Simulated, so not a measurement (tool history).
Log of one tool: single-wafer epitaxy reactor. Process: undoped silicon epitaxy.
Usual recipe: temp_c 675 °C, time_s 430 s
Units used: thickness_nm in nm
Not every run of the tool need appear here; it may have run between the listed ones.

run,hour,temp_c,time_s,wafers since the last listed run,hours since the last pyrometer calibration,hours since the gauge calibration,"read-back reference wafer on the same gauge, thickness_nm",thickness_nm
1,0.0,675,430,0,2170.7,78.7,102.138,111.768
2,6.4,675,430,34,2177.1,85.1,102.091,109.737
3,17.7,675,455,60,2188.4,96.4,102.087,116.888
4,30.7,675,430,69,2201.4,109.4,101.706,109.477
5,47.6,675,430,89,2218.3,126.3,102.061,109.734
6,59.9,675,430,65,2230.6,138.6,102.135,109.915
7,73.6,675,386,72,2244.3,152.3,101.680,99.132
8,82.4,675,386,46,2253.1,161.1,101.937,98.075
9,91.9,675,430,50,2262.6,170.6,101.923,110.112
10,102.6,675,430,56,2273.3,181.3,102.039,109.628
11,108.9,675,430,33,2279.6,187.6,102.192,109.981
12,125.8,675,430,89,2296.5,204.5,101.936,109.274
13,172.2,675,430,246,2342.9,250.9,101.946,108.920
14,178.4,675,430,32,2349.1,257.1,102.101,109.454
15,186.4,675,430,42,2357.1,265.1,101.854,108.936
16,193.9,675,364,39,2364.6,272.6,102.124,93.466
17,211.7,675,364,94,2382.4,290.4,101.854,93.397
18,228.2,675,364,87,2398.9,306.9,101.923,93.402
19,236.6,675,463,44,2407.3,315.3,101.949,116.599
20,254.3,675,463,94,2425.0,333.0,101.850,117.884
21,304.6,675,463,267,2475.3,383.3,102.040,117.821
22,313.5,675,511,47,2484.2,392.2,101.794,130.352
23,331.1,660,356,93,2501.8,409.8,101.862,66.049
24,346.6,675,456,82,2517.3,425.3,101.933,115.738
25,356.0,669,359,49,2526.7,434.7,101.777,80.408
26,362.9,670,477,36,2533.6,441.6,102.019,108.853
# hour 383.5: gauge calibrated
27,384.0,683,367,112,2554.7,0.5,102.274,110.751
28,396.5,675,430,66,2567.2,13.0,102.081,109.805
# hour 404.6: pyrometer calibrated
29,413.3,670,361,46,8.7,29.8,101.883,75.317
30,425.8,684,430,66,21.2,42.3,102.187,120.971
31,438.3,662,347,66,33.7,54.8,101.996,61.625
32,452.2,675,408,73,47.6,68.7,102.119,95.848
33,465.1,682,405,68,60.5,81.6,102.205,109.288
34,478.9,675,395,73,74.3,95.4,102.230,90.988
35,489.0,675,430,53,84.4,105.5,102.153,100.875
36,495.4,675,386,34,90.8,111.9,101.942,89.769
37,511.5,675,430,85,106.9,128.0,101.802,100.405
38,519.8,683,367,44,115.2,136.3,102.064,101.668
39,533.5,684,382,72,128.9,150.0,101.976,107.912
# hour 545.9: pyrometer calibrated, repeated, since the last time left the tool worse
40,546.4,687,498,26,0.5,162.9,102.112,175.937
41,559.5,675,430,69,13.6,176.0,101.960,118.964
42,583.5,667,513,127,37.6,200.0,101.907,120.234

Alternative continuations, all from the tool just after run 42; predict every row:
A,584.0,675,430,2,38.1,200.5,?,?
B,584.0,679,352,2,38.1,200.5,?,?
C,584.0,660,514,2,38.1,200.5,?,?
D,584.0,687,366,2,38.1,200.5,?,?
E,584.0,682,458,2,38.1,200.5,?,?

run,"read-back reference wafer on the same gauge, thickness_nm",thickness_nm
A,102.106,120.044
B,102.106,106.763
C,102.106,104.480
D,102.106,130.758
E,102.106,147.758
Take away the tool's hidden state, keep each run's random variation, and the runs would have read:
run,thickness_nm
A,119.500
B,106.284
C,103.992
D,130.181
E,147.099
